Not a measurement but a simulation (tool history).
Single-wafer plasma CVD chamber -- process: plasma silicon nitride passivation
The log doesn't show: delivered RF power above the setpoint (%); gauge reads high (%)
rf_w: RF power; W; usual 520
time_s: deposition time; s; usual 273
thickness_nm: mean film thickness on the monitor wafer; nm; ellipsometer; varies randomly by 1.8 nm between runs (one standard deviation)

| run | day | rf_w | time_s | wafers since the last listed run | hours since the last RF generator calibration | hours since the showerhead was replaced | hours since the gauge calibration | read-back reference wafer on the same gauge, thickness_nm | thickness_nm |
|---|---|---|---|---|---|---|---|---|---|
| 1 | 0.000 | 590 | 273 | 0 | 1995.2 | 7748.2 | 21.0 | 491.396 | 424.481 |
| 2 | 0.554 | 520 | 257 | 94 | 2008.5 | 7761.5 | 34.3 | 491.037 | 387.340 |
| 3 | 1.233 | 520 | 257 | 116 | 2024.8 | 7777.8 | 50.6 | 490.378 | 385.866 |
| 4 | 1.938 | 520 | 257 | 120 | 2041.7 | 7794.7 | 67.5 | 490.381 | 389.466 |
| 5 | 2.254 | 520 | 273 | 54 | 2049.3 | 7802.3 | 75.1 | 490.921 | 412.184 |
| 6 | 2.962 | 520 | 273 | 121 | 2066.3 | 7819.3 | 92.1 | 491.296 | 409.877 |
|  | 3.438 | RF generator calibrated |
| 7 | 3.458 | 520 | 273 | 27 | 0.5 | 7831.2 | 104.0 | 490.211 | 410.831 |
| 8 | 3.808 | 600 | 273 | 59 | 8.9 | 7839.6 | 112.4 | 490.786 | 427.833 |
|  | 4.392 | gauge calibrated |
| 9 | 4.500 | 595 | 273 | 118 | 25.5 | 7856.2 | 2.6 | 491.183 | 424.546 |
|  | 5.167 | showerhead replaced |
| 10 | 5.188 | 575 | 253 | 60 | 42.0 | 0.5 | 19.1 | 490.468 | 389.963 |
| 11 | 5.483 | 520 | 273 | 50 | 49.1 | 7.6 | 26.2 | 491.042 | 411.984 |
| 12 | 6.217 | 420 | 232 | 125 | 66.7 | 25.2 | 43.8 | 491.209 | 328.962 |
| 13 | 7.750 | 520 | 273 | 262 | 103.5 | 62.0 | 80.6 | 490.727 | 414.386 |
| 14 | 8.292 | 620 | 254 | 92 | 116.5 | 75.0 | 93.6 | 491.518 | 397.929 |
| 15 | 8.829 | 435 | 298 | 91 | 129.4 | 87.9 | 106.5 | 491.734 | 429.290 |
|  | 9.304 | gauge calibrated |
| 16 | 9.358 | 555 | 230 | 90 | 142.1 | 100.6 | 1.3 | 491.029 | 350.934 |
| 17 | 9.712 | 520 | 326 | 60 | 150.6 | 109.1 | 9.8 | 491.613 | 494.085 |

5 options for the next run, each taken on its own from the tool as it stands now. Forecast them:
| A | 9.733 | 520 | 325 | 3 | 151.1 | 109.6 | 10.3 | ? | ? |
| B | 9.733 | 440 | 309 | 3 | 151.1 | 109.6 | 10.3 | ? | ? |
| C | 9.733 | 470 | 251 | 3 | 151.1 | 109.6 | 10.3 | ? | ? |
| D | 9.733 | 520 | 252 | 3 | 151.1 | 109.6 | 10.3 | ? | ? |
| E | 9.733 | 600 | 237 | 3 | 151.1 | 109.6 | 10.3 | ? | ? |

| run | read-back reference wafer on the same gauge, thickness_nm | thickness_nm |
|---|---|---|
| A | 491.594 | 494.059 |
| B | 491.594 | 450.142 |
| C | 491.594 | 371.805 |
| D | 491.594 | 383.086 |
| E | 491.594 | 373.976 |
With no hidden state in the tool, these same runs would have given:
| run | thickness_nm |
|---|---|
| A | 494.059 |
| B | 450.142 |
| C | 371.805 |
| D | 383.086 |
| E | 373.976 |
